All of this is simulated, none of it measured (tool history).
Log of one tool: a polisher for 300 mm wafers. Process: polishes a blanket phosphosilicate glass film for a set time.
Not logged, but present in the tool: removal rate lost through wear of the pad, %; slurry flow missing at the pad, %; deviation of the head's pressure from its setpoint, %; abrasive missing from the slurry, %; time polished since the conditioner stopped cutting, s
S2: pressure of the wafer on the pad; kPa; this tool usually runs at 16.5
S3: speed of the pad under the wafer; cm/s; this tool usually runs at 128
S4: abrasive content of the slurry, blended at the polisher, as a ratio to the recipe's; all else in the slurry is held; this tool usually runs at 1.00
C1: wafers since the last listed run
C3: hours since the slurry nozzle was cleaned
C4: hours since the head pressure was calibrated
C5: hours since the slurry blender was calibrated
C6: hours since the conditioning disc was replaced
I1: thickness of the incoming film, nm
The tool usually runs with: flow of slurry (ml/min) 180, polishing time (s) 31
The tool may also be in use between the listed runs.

Run 1, hour 0.0: usual settings but flow of slurry (ml/min) 150, S2 12.4 kPa; C1 0; wafers polished on this pad 2208; C3 396.8; C4 635.3; C5 29.5; C6 367.0; I1 4144.8. Result: film removed (angstrom) 2272.
At hour 12.0: slurry nozzle cleaned.
Run 2, hour 20.9: usual settings but polishing time (s) 24; C1 225; wafers polished on this pad 2434; C3 8.9; C4 656.2; C5 50.4; C6 387.9; I1 4201.7. Result: film removed (angstrom) 2124.
Run 3, hour 38.3: usual settings but polishing time (s) 24; C1 197; wafers polished on this pad 2631; C3 26.3; C4 673.6; C5 67.8; C6 405.3; I1 4202.3. Result: film removed (angstrom) 2131.
At hour 44.3: worn pad replaced by a new one.
Run 4, hour 63.2: usual settings but polishing time (s) 24; C1 237; wafers polished on this pad 214; C3 51.2; C4 698.5; C5 92.7; C6 430.2; I1 4139.2. Result: film removed (angstrom) 2111.
At hour 83.8: conditioning disc replaced and pad reconditioned.
Run 5, hour 148.5: usual settings; C1 944; wafers polished on this pad 1159; C3 136.5; C4 783.8; C5 178.0; C6 64.7; I1 4100.7. Result: film removed (angstrom) 2693.
Run 6, hour 165.9: usual settings; C1 197; wafers polished on this pad 1357; C3 153.9; C4 801.2; C5 195.4; C6 82.1; I1 4116.2. Result: film removed (angstrom) 2669.
Run 7, hour 200.7: usual settings; C1 394; wafers polished on this pad 1752; C3 188.7; C4 836.0; C5 230.2; C6 116.9; I1 4121.2. Result: film removed (angstrom) 2666.
Run 8, hour 231.7: usual settings; C1 351; wafers polished on this pad 2103; C3 219.7; C4 867.0; C5 261.2; C6 147.9; I1 4249.3. Result: film removed (angstrom) 2714.
At hour 236.4: worn pad replaced by a new one.
At hour 242.1: head pressure recalibrated.
Run 9, hour 250.2: usual settings; C1 141; wafers polished on this pad 133; C3 238.2; C4 8.1; C5 279.7; C6 166.4; I1 4153.9. Result: film removed (angstrom) 2546.
Run 10, hour 285.2: usual settings; C1 397; wafers polished on this pad 530; C3 273.2; C4 43.1; C5 314.7; C6 201.4; I1 4105.4. Result: film removed (angstrom) 2535.
Run 11, hour 320.8: usual settings but S2 18.6 kPa; C1 403; wafers polished on this pad 934; C3 308.8; C4 78.7; C5 350.3; C6 237.0; I1 4144.7. Result: film removed (angstrom) 2800.
At hour 333.3: slurry nozzle cleaned.
Run 12, hour 350.4: usual settings; C1 324; wafers polished on this pad 1259; C3 17.1; C4 108.3; C5 379.9; C6 266.6; I1 4150.6. Result: film removed (angstrom) 2588.
Run 13, hour 374.9: usual settings but flow of slurry (ml/min) 150, S2 20.7 kPa, S3 116 cm/s, S4 0.80; C1 277; wafers polished on this pad 1536; C3 41.6; C4 132.8; C5 404.4; C6 291.1; I1 4190.8. Result: film removed (angstrom) 2546.
At hour 407.1: slurry blender recalibrated.
Run 14, hour 468.2: usual settings but flow of slurry (ml/min) 200, polishing time (s) 37; C1 1035; wafers polished on this pad 2572; C3 134.9; C4 226.1; C5 61.1; C6 384.4; I1 4131.4. Result: film removed (angstrom) 3159.
At hour 485.5: worn pad replaced by a new one.
Run 15, hour 498.4: usual settings but polishing time (s) 27; C1 297; wafers polished on this pad 146; C3 165.1; C4 256.3; C5 91.3; C6 414.6; I1 4106.7. Result: film removed (angstrom) 2230.
Run 16, hour 515.5: usual settings; C1 193; wafers polished on this pad 340; C3 182.2; C4 273.4; C5 108.4; C6 431.7; I1 4095.3. Result: film removed (angstrom) 2658.
Run 17, hour 550.7: usual settings but S2 13.8 kPa, S3 94 cm/s, S4 1.30, polishing time (s) 21; C1 399; wafers polished on this pad 739; C3 217.4; C4 308.6; C5 143.6; C6 466.9; I1 4163.1. Result: film removed (angstrom) 1358.
At hour 562.1: conditioning disc replaced and pad reconditioned.
Run 18, hour 579.0: usual settings; C1 298; wafers polished on this pad 1038; C3 245.7; C4 336.9; C5 171.9; C6 16.9; I1 4160.1. Result: film removed (angstrom) 2732.
Run 19, hour 683.9: usual settings; C1 1190; wafers polished on this pad 2228; C3 350.6; C4 441.8; C5 276.8; C6 121.8; I1 4132.7. Result: film removed (angstrom) 2647.
At hour 692.9: worn pad replaced by a new one.
Run 20, hour 716.4: usual settings but S3 108 cm/s, S4 1.30; C1 323; wafers polished on this pad 266; C3 383.1; C4 474.3; C5 309.3; C6 154.3; I1 4144.4. Result: film removed (angstrom) 2557.
Run 21, hour 734.2: usual settings but S3 164 cm/s, polishing time (s) 38; C1 201; wafers polished on this pad 468; C3 400.9; C4 492.1; C5 327.1; C6 172.1; I1 4162.4. Result: film removed (angstrom) 4037.
At hour 742.3: slurry nozzle cleaned.
Run 22, hour 751.0: usual settings but flow of slurry (ml/min) 240, S2 15.2 kPa; C1 179; wafers polished on this pad 648; C3 8.7; C4 508.9; C5 343.9; C6 188.9; I1 4197.6. Result: film removed (angstrom) 2589.
At hour 827.5: slurry blender recalibrated.
Run 23, hour 835.5: usual settings but polishing time (s) 39; C1 935; wafers polished on this pad 1584; C3 93.2; C4 593.4; C5 8.0; C6 273.4; I1 4139.8. Result: film removed (angstrom) 3394.
At hour 879.2: worn pad replaced by a new one.
Run 24, hour 919.4: usual settings; C1 906; wafers polished on this pad 455; C3 177.1; C4 677.3; C5 91.9; C6 357.3; I1 4190.8. Result: film removed (angstrom) 2707.
Run 25, hour 947.8: usual settings but S2 20.7 kPa, S3 156 cm/s, S4 0.90, polishing time (s) 25; C1 322; wafers polished on this pad 778; C3 205.5; C4 705.7; C5 120.3; C6 385.7; I1 4205.9. Result: film removed (angstrom) 2763.
At hour 960.3: conditioning disc replaced and pad reconditioned.
Run 26, hour 961.7: usual settings; C1 134; wafers polished on this pad 913; C3 219.4; C4 719.6; C5 134.2; C6 1.4; I1 4192.0. Result: film removed (angstrom) 2727.

Results per run with the tool's hidden condition removed, run-to-run variation unchanged:
run  film removed (angstrom)
  1                     2117
  2                     1978
  3                     1984
  4                     1964
  5                     2501
  6                     2478
  7                     2474
  8                     2517
  9                     2544
 10                     2510
 11                     2750
 12                     2527
 13                     2475
 14                     3028
 15                     2130
 16                     2535
 17                     1290
 18                     2590
 19                     2491
 20                     2402
 21                     3790
 22                     2428
 23                     3173
 24                     2525
 25                     2575
 26                     2541

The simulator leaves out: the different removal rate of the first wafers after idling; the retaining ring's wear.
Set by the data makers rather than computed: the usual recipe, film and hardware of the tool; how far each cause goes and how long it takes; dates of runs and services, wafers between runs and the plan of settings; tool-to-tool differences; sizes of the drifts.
